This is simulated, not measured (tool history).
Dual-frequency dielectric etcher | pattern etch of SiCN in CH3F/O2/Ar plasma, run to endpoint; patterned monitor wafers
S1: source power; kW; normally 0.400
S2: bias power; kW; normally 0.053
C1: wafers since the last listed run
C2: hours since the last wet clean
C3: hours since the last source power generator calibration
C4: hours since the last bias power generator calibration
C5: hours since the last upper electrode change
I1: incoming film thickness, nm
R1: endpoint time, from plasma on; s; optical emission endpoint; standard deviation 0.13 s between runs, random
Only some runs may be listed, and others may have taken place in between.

run,hour,S1,S2,C1,C2,C3,C4,C5,I1,R1
1,0.0,0.400,0.053,0,420.5,2019.7,4063.9,2857.8,11.05,30.9
2,71.8,0.400,0.053,619,492.3,2091.5,4135.7,2929.6,10.97,30.7
3,113.4,0.400,0.053,359,533.9,2133.1,4177.3,2971.2,11.11,31.2
# hour 175.0: wet clean of the chamber
4,175.5,0.400,0.053,328,0.5,2195.2,4239.4,3033.3,11.14,30.3
5,218.7,0.400,0.053,372,43.7,2238.4,4282.6,3076.5,11.03,30.1
6,274.8,0.340,0.048,484,99.8,2294.5,4338.7,3132.6,11.05,32.2
7,303.2,0.340,0.048,245,128.2,2322.9,4367.1,3161.0,11.07,32.5
8,355.1,0.450,0.053,447,180.1,2374.8,4419.0,3212.9,11.07,29.5
9,410.7,0.450,0.053,479,235.7,2430.4,4474.6,3268.5,10.98,29.3
10,440.9,0.480,0.056,260,265.9,2460.6,4504.8,3298.7,11.12,28.9
11,506.5,0.480,0.056,566,331.5,2526.2,4570.4,3364.3,11.18,29.1
12,542.0,0.400,0.053,306,367.0,2561.7,4605.9,3399.8,11.05,30.7
13,574.2,0.400,0.053,277,399.2,2593.9,4638.1,3432.0,11.03,30.5
14,614.2,0.400,0.053,345,439.2,2633.9,4678.1,3472.0,11.18,31.4
15,655.6,0.400,0.053,357,480.6,2675.3,4719.5,3513.4,11.11,31.3
# hour 680.5: wet clean of the chamber
16,727.3,0.450,0.066,411,46.8,2747.0,4791.2,3585.1,11.08,27.6
# hour 770.1: bias power generator calibrated
17,777.3,0.360,0.053,397,96.8,2797.0,7.2,3635.1,11.09,31.4
# hour 831.4: upper electrode replaced
18,831.9,0.320,0.059,264,151.4,2851.6,61.8,0.5,11.07,31.3
19,875.6,0.480,0.064,377,195.1,2895.3,105.5,44.2,11.14,28.0
20,926.3,0.400,0.058,437,245.8,2946.0,156.2,94.9,11.13,30.0
21,964.7,0.480,0.049,331,284.2,2984.4,194.6,133.3,11.00,29.6
22,1035.7,0.330,0.060,612,355.2,3055.4,265.6,204.3,11.06,31.5
23,1067.9,0.400,0.053,277,387.4,3087.6,297.8,236.5,11.16,31.2
24,1093.2,0.400,0.053,218,412.7,3112.9,323.1,261.8,11.11,30.9
25,1148.5,0.370,0.062,477,468.0,3168.2,378.4,317.1,11.06,30.3
# hour 1234.3: wet clean of the chamber
26,1314.0,0.470,0.053,1221,79.7,3333.7,543.9,482.6,10.99,28.7
# hour 1388.2: source power generator calibrated
27,1522.1,0.310,0.050,1761,287.8,133.9,752.0,690.7,11.09,33.3
28,1562.2,0.480,0.048,346,327.9,174.0,792.1,730.8,11.07,29.8
29,1598.6,0.400,0.053,314,364.3,210.4,828.5,767.2,11.05,30.7
30,1670.3,0.320,0.053,618,436.0,282.1,900.2,838.9,10.98,32.7
31,1720.4,0.330,0.049,432,486.1,332.2,950.3,889.0,11.14,33.6
# hour 1806.9: wet clean of the chamber
32,1875.2,0.490,0.062,1129,68.3,487.0,1105.1,1043.8,11.02,27.2
33,1943.7,0.480,0.053,591,136.8,555.5,1173.6,1112.3,11.09,28.9
34,2012.8,0.490,0.065,596,205.9,624.6,1242.7,1181.4,11.07,27.4

Below are 5 alternative next runs, each starting from the tool's condition after run 34. Predict each:
A,2013.2,0.400,0.053,3,206.3,625.0,1243.1,1181.8,11.09,?
B,2013.2,0.430,0.042,3,206.3,625.0,1243.1,1181.8,11.09,?
C,2013.2,0.500,0.047,3,206.3,625.0,1243.1,1181.8,11.09,?
D,2013.2,0.450,0.064,3,206.3,625.0,1243.1,1181.8,11.09,?
E,2013.2,0.430,0.045,3,206.3,625.0,1243.1,1181.8,11.09,?

run,R1
A,30.7
B,31.8
C,29.6
D,28.2
E,31.3
With no hidden state in the tool, these same runs would have given:
run,R1
A,30.4
B,31.5
C,29.3
D,27.9
E,31.0

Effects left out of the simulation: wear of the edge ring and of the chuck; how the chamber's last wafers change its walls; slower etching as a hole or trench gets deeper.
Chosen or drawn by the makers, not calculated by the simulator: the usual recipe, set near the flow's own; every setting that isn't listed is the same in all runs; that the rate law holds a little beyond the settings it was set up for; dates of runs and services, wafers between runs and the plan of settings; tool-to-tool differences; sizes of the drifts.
